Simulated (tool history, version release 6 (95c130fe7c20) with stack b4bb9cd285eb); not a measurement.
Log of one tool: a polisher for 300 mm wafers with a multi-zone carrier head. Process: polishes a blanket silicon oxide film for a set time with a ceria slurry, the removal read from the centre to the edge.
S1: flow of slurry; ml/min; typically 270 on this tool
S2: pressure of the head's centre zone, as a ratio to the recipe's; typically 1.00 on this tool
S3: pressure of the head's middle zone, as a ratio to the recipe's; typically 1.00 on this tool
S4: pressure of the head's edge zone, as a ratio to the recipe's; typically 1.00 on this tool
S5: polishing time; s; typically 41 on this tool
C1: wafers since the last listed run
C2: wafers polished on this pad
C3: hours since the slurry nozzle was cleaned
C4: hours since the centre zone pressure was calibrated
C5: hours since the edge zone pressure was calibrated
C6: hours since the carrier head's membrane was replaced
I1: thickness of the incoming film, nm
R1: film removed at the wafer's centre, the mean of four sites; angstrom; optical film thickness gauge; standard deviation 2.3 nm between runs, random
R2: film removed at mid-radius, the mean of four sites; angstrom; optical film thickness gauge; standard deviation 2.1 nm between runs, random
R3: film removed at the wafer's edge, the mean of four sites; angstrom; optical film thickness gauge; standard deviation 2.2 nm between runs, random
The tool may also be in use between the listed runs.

{"run": 1, "hour": 0.0, "S1": 270, "S2": 1.0, "S3": 1.0, "S4": 1.0, "S5": 41, "C1": 0, "C2": 40, "C3": 303.2, "C4": 1138.6, "C5": 331.3, "C6": 1745.4, "I1": 1402.2, "R1": 2808, "R2": 2613, "R3": 2599}
{"run": 2, "hour": 11.2, "S1": 325, "S2": 1.0, "S3": 1.0, "S4": 1.0, "S5": 41, "C1": 61, "C2": 102, "C3": 314.4, "C4": 1149.8, "C5": 342.5, "C6": 1756.6, "I1": 1381.7, "R1": 2827, "R2": 2633, "R3": 2735}
{"run": 3, "hour": 22.2, "S1": 270, "S2": 1.0, "S3": 1.0, "S4": 1.0, "S5": 41, "C1": 60, "C2": 162, "C3": 325.4, "C4": 1160.8, "C5": 353.5, "C6": 1767.6, "I1": 1409.9, "R1": 2788, "R2": 2611, "R3": 2621}
{"run": 4, "hour": 28.4, "S1": 270, "S2": 1.0, "S3": 1.0, "S4": 1.0, "S5": 41, "C1": 34, "C2": 196, "C3": 331.6, "C4": 1167.0, "C5": 359.7, "C6": 1773.8, "I1": 1387.0, "R1": 2816, "R2": 2654, "R3": 2664}
{"run": 5, "hour": 34.7, "S1": 270, "S2": 1.0, "S3": 1.0, "S4": 1.0, "S5": 41, "C1": 34, "C2": 231, "C3": 337.9, "C4": 1173.3, "C5": 366.0, "C6": 1780.1, "I1": 1396.7, "R1": 2801, "R2": 2665, "R3": 2653}
{"run": 6, "hour": 50.1, "S1": 270, "S2": 1.0, "S3": 1.0, "S4": 1.0, "S5": 41, "C1": 84, "C2": 316, "C3": 353.3, "C4": 1188.7, "C5": 381.4, "C6": 1795.5, "I1": 1412.8, "R1": 2820, "R2": 2623, "R3": 2686}
{"run": 7, "hour": 56.7, "S1": 270, "S2": 1.0, "S3": 1.0, "S4": 1.0, "S5": 41, "C1": 36, "C2": 352, "C3": 359.9, "C4": 1195.3, "C5": 388.0, "C6": 1802.1, "I1": 1420.6, "R1": 2824, "R2": 2598, "R3": 2678}
{"run": 8, "hour": 70.3, "S1": 270, "S2": 1.0, "S3": 1.0, "S4": 1.0, "S5": 41, "C1": 74, "C2": 427, "C3": 373.5, "C4": 1208.9, "C5": 401.6, "C6": 1815.7, "I1": 1380.9, "R1": 2852, "R2": 2603, "R3": 2662}
{"hour": 83.0, "done": "carrier head's membrane replaced by a new one"}
{"run": 9, "hour": 83.5, "S1": 270, "S2": 1.0, "S3": 1.0, "S4": 1.0, "S5": 41, "C1": 45, "C2": 472, "C3": 386.7, "C4": 1222.1, "C5": 414.8, "C6": 0.5, "I1": 1421.4, "R1": 2776, "R2": 2640, "R3": 2671}
{"run": 10, "hour": 91.7, "S1": 270, "S2": 1.0, "S3": 1.0, "S4": 1.0, "S5": 41, "C1": 45, "C2": 517, "C3": 394.9, "C4": 1230.3, "C5": 423.0, "C6": 8.7, "I1": 1400.2, "R1": 2813, "R2": 2642, "R3": 2669}
{"run": 11, "hour": 106.8, "S1": 340, "S2": 1.0, "S3": 1.0, "S4": 1.11, "S5": 41, "C1": 83, "C2": 601, "C3": 410.0, "C4": 1245.4, "C5": 438.1, "C6": 23.8, "I1": 1431.4, "R1": 2955, "R2": 2701, "R3": 2851}
{"run": 12, "hour": 124.5, "S1": 270, "S2": 1.08, "S3": 1.0, "S4": 1.0, "S5": 47, "C1": 97, "C2": 698, "C3": 427.7, "C4": 1263.1, "C5": 455.8, "C6": 41.5, "I1": 1398.4, "R1": 3525, "R2": 3007, "R3": 3093}
{"hour": 132.5, "done": "edge zone pressure recalibrated"}
{"hour": 139.7, "done": "centre zone pressure recalibrated"}
{"hour": 140.4, "done": "worn pad replaced by a new one"}
{"run": 13, "hour": 140.9, "S1": 270, "S2": 1.0, "S3": 1.0, "S4": 1.0, "S5": 41, "C1": 64, "C2": 2, "C3": 444.1, "C4": 1.2, "C5": 8.4, "C6": 57.9, "I1": 1405.6, "R1": 2526, "R2": 2622, "R3": 2686}
{"run": 14, "hour": 156.4, "S1": 190, "S2": 0.93, "S3": 1.09, "S4": 1.0, "S5": 49, "C1": 85, "C2": 88, "C3": 459.6, "C4": 16.7, "C5": 23.9, "C6": 73.4, "I1": 1417.3, "R1": 2630, "R2": 3267, "R3": 2985}
{"run": 15, "hour": 167.3, "S1": 270, "S2": 1.0, "S3": 1.0, "S4": 1.0, "S5": 37, "C1": 60, "C2": 148, "C3": 470.5, "C4": 27.6, "C5": 34.8, "C6": 84.3, "I1": 1424.0, "R1": 2311, "R2": 2378, "R3": 2415}
{"run": 16, "hour": 173.8, "S1": 270, "S2": 1.0, "S3": 1.0, "S4": 1.04, "S5": 41, "C1": 35, "C2": 183, "C3": 477.0, "C4": 34.1, "C5": 41.3, "C6": 90.8, "I1": 1398.0, "R1": 2562, "R2": 2612, "R3": 2716}
{"run": 17, "hour": 180.3, "S1": 270, "S2": 1.0, "S3": 1.0, "S4": 1.0, "S5": 41, "C1": 35, "C2": 219, "C3": 483.5, "C4": 40.6, "C5": 47.8, "C6": 97.3, "I1": 1388.3, "R1": 2557, "R2": 2636, "R3": 2647}
{"hour": 193.5, "done": "slurry nozzle cleaned"}
{"run": 18, "hour": 195.8, "S1": 220, "S2": 1.0, "S3": 1.07, "S4": 0.88, "S5": 47, "C1": 79, "C2": 299, "C3": 2.3, "C4": 56.1, "C5": 63.3, "C6": 112.8, "I1": 1430.9, "R1": 2764, "R2": 3101, "R3": 2777}
{"run": 19, "hour": 225.6, "S1": 210, "S2": 1.0, "S3": 1.09, "S4": 1.0, "S5": 53, "C1": 164, "C2": 463, "C3": 32.1, "C4": 85.9, "C5": 93.1, "C6": 142.6, "I1": 1424.8, "R1": 3165, "R2": 3531, "R3": 3362}
{"run": 20, "hour": 237.4, "S1": 270, "S2": 0.91, "S3": 1.0, "S4": 1.0, "S5": 41, "C1": 64, "C2": 528, "C3": 43.9, "C4": 97.7, "C5": 104.9, "C6": 154.4, "I1": 1415.7, "R1": 2309, "R2": 2607, "R3": 2669}
{"run": 21, "hour": 255.1, "S1": 345, "S2": 0.96, "S3": 1.12, "S4": 0.96, "S5": 41, "C1": 97, "C2": 626, "C3": 61.6, "C4": 115.4, "C5": 122.6, "C6": 172.1, "I1": 1408.2, "R1": 2517, "R2": 2965, "R3": 2656}
{"run": 22, "hour": 263.5, "S1": 210, "S2": 1.0, "S3": 1.09, "S4": 1.0, "S5": 53, "C1": 46, "C2": 672, "C3": 70.0, "C4": 123.8, "C5": 131.0, "C6": 180.5, "I1": 1424.7, "R1": 3145, "R2": 3506, "R3": 3402}
{"run": 23, "hour": 280.3, "S1": 270, "S2": 1.03, "S3": 1.0, "S4": 1.0, "S5": 41, "C1": 92, "C2": 764, "C3": 86.8, "C4": 140.6, "C5": 147.8, "C6": 197.3, "I1": 1433.8, "R1": 2633, "R2": 2646, "R3": 2673}

What if the next run were any one of these 3? Each begins from the tool's condition after run 23:
{"run": "A", "hour": 280.7, "S1": 270, "S2": 1.0, "S3": 1.0, "S4": 0.89, "S5": 41, "C1": 2, "C2": 767, "C3": 87.2, "C4": 141.0, "C5": 148.2, "C6": 197.7, "I1": 1435.6, "R1": "?", "R2": "?", "R3": "?"}
{"run": "B", "hour": 280.7, "S1": 270, "S2": 1.0, "S3": 1.09, "S4": 1.0, "S5": 29, "C1": 2, "C2": 767, "C3": 87.2, "C4": 141.0, "C5": 148.2, "C6": 197.7, "I1": 1435.6, "R1": "?", "R2": "?", "R3": "?"}
{"run": "C", "hour": 280.7, "S1": 270, "S2": 0.89, "S3": 1.0, "S4": 1.0, "S5": 34, "C1": 2, "C2": 767, "C3": 87.2, "C4": 141.0, "C5": 148.2, "C6": 197.7, "I1": 1435.6, "R1": "?", "R2": "?", "R3": "?"}

run=A R1=2544 R2=2622 R3=2483
run=B R1=1800 R2=1995 R3=1853
run=C R1=1875 R2=2175 R3=2175
Without the tool's unlogged condition, the same runs would have read:
run=A R1=2565 R2=2622 R3=2483
run=B R1=1815 R2=1995 R3=1853
run=C R1=1891 R2=2175 R3=2175
